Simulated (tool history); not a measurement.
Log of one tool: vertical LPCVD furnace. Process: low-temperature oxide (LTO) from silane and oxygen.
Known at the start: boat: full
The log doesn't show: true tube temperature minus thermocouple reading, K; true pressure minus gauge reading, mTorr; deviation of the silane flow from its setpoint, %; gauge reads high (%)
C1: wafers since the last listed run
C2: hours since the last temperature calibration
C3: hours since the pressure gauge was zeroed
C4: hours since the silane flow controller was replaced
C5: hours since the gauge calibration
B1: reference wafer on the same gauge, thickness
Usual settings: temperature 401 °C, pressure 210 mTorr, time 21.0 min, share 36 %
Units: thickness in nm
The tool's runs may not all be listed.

run 1 hour=0.0 | temperature=401 pressure=170 time=25.5 share=36 | C1=0 C2=3594.6 C3=1787.4 C4=1127.3 C5=887.3 | B1=163.16 | thickness=149.44
run 2 hour=63.4 | temperature=401 pressure=170 time=25.5 share=36 | C1=1132 C2=3658.0 C3=1850.8 C4=1190.7 C5=950.7 | B1=163.04 | thickness=149.09
run 3 hour=153.8 | temperature=401 pressure=240 time=21.0 share=36 | C1=1614 C2=3748.4 C3=1941.2 C4=1281.1 C5=1041.1 | B1=163.17 | thickness=171.93
run 4 hour=245.4 | temperature=401 pressure=240 time=21.0 share=36 | C1=1636 C2=3840.0 C3=2032.8 C4=1372.7 C5=1132.7 | B1=163.23 | thickness=173.43
run 5 hour=329.3 | temperature=401 pressure=210 time=21.0 share=36 | C1=1498 C2=3923.9 C3=2116.7 C4=1456.6 C5=1216.6 | B1=163.04 | thickness=152.30
run 6 hour=372.8 | temperature=401 pressure=210 time=21.0 share=36 | C1=776 C2=3967.4 C3=2160.2 C4=1500.1 C5=1260.1 | B1=163.07 | thickness=152.53
run 7 hour=468.5 | temperature=401 pressure=210 time=27.5 share=39 | C1=1709 C2=4063.1 C3=2255.9 C4=1595.8 C5=1355.8 | B1=162.83 | thickness=219.64
run 8 hour=521.5 | temperature=401 pressure=210 time=21.0 share=36 | C1=946 C2=4116.1 C3=2308.9 C4=1648.8 C5=1408.8 | B1=163.10 | thickness=153.57
run 9 hour=759.5 | temperature=401 pressure=210 time=21.0 share=36 | C1=4250 C2=4354.1 C3=2546.9 C4=1886.8 C5=1646.8 | B1=162.86 | thickness=153.07
run 10 hour=805.9 | temperature=401 pressure=210 time=21.0 share=36 | C1=828 C2=4400.5 C3=2593.3 C4=1933.2 C5=1693.2 | B1=162.85 | thickness=153.95
-- hour=889.3 pressure gauge zeroed
run 11 hour=890.2 | temperature=401 pressure=195 time=21.0 share=41 | C1=1076 C2=4484.8 C3=0.9 C4=2017.5 C5=1777.5 | B1=163.31 | thickness=167.07
run 12 hour=968.6 | temperature=401 pressure=195 time=21.0 share=41 | C1=1400 C2=4563.2 C3=79.3 C4=2095.9 C5=1855.9 | B1=163.15 | thickness=166.10
run 13 hour=1062.9 | temperature=401 pressure=195 time=21.0 share=41 | C1=1684 C2=4657.5 C3=173.6 C4=2190.2 C5=1950.2 | B1=162.83 | thickness=168.32
-- hour=1268.7 thermocouples replaced and temperature profile calibrated
run 14 hour=1338.5 | temperature=409 pressure=175 time=21.0 share=36 | C1=4493 C2=69.8 C3=449.2 C4=2465.8 C5=2225.8 | B1=163.02 | thickness=135.55
run 15 hour=1375.4 | temperature=409 pressure=210 time=17.5 share=32 | C1=659 C2=106.7 C3=486.1 C4=2502.7 C5=2262.7 | B1=163.02 | thickness=115.40
run 16 hour=1459.4 | temperature=407 pressure=235 time=16.0 share=36 | C1=1500 C2=190.7 C3=570.1 C4=2586.7 C5=2346.7 | B1=162.96 | thickness=135.47
-- hour=1501.1 silane flow controller replaced
run 17 hour=1561.1 | temperature=401 pressure=160 time=21.0 share=31 | C1=1387 C2=292.4 C3=671.8 C4=60.0 C5=2448.4 | B1=163.07 | thickness=92.33
-- hour=1602.1 gauge calibrated
run 18 hour=1651.7 | temperature=394 pressure=170 time=27.5 share=43 | C1=1618 C2=383.0 C3=762.4 C4=150.6 C5=49.6 | B1=163.11 | thickness=180.49
run 19 hour=1707.3 | temperature=401 pressure=210 time=21.0 share=36 | C1=993 C2=438.6 C3=818.0 C4=206.2 C5=105.2 | B1=163.38 | thickness=147.61
run 20 hour=1786.1 | temperature=401 pressure=210 time=21.0 share=36 | C1=1407 C2=517.4 C3=896.8 C4=285.0 C5=184.0 | B1=162.83 | thickness=148.90
run 21 hour=1838.1 | temperature=391 pressure=210 time=21.0 share=36 | C1=928 C2=569.4 C3=948.8 C4=337.0 C5=236.0 | B1=162.74 | thickness=131.95
run 22 hour=1927.5 | temperature=401 pressure=190 time=21.0 share=36 | C1=1596 C2=658.8 C3=1038.2 C4=426.4 C5=325.4 | B1=162.95 | thickness=134.51
run 23 hour=2035.4 | temperature=407 pressure=210 time=21.0 share=41 | C1=1927 C2=766.7 C3=1146.1 C4=534.3 C5=433.3 | B1=162.64 | thickness=186.67
run 24 hour=2139.9 | temperature=397 pressure=210 time=21.0 share=36 | C1=1866 C2=871.2 C3=1250.6 C4=638.8 C5=537.8 | B1=162.99 | thickness=141.45
run 25 hour=2186.7 | temperature=401 pressure=165 time=21.0 share=36 | C1=835 C2=918.0 C3=1297.4 C4=685.6 C5=584.6 | B1=162.89 | thickness=117.00
run 26 hour=2257.6 | temperature=401 pressure=210 time=21.0 share=36 | C1=1266 C2=988.9 C3=1368.3 C4=756.5 C5=655.5 | B1=162.87 | thickness=149.06
run 27 hour=2297.6 | temperature=401 pressure=210 time=21.0 share=36 | C1=714 C2=1028.9 C3=1408.3 C4=796.5 C5=695.5 | B1=163.07 | thickness=148.72

Hidden state or all else? Some run-to-run changes of thickness, split into what the settings, what came in and random variation would give without the hidden state, and what is left for the hidden state (with any gauge scatter that isn't in both results):
Run 6 -> 7: time 21.0 -> 27.5, share 36 -> 39. thickness +67.11 nm: hidden state +2.20, all else +64.91.
Run 13 -> 14: temperature 401 -> 409, pressure 195 -> 175, share 41 -> 36, thermocouples replaced and temperature profile calibrated. thickness -32.77 nm: hidden state -5.93, all else -26.84.
Run 17 -> 18: temperature 401 -> 394, pressure 160 -> 170, time 21.0 -> 27.5, share 31 -> 43, gauge calibrated. thickness +88.16 nm: hidden state +0.50, all else +87.66.
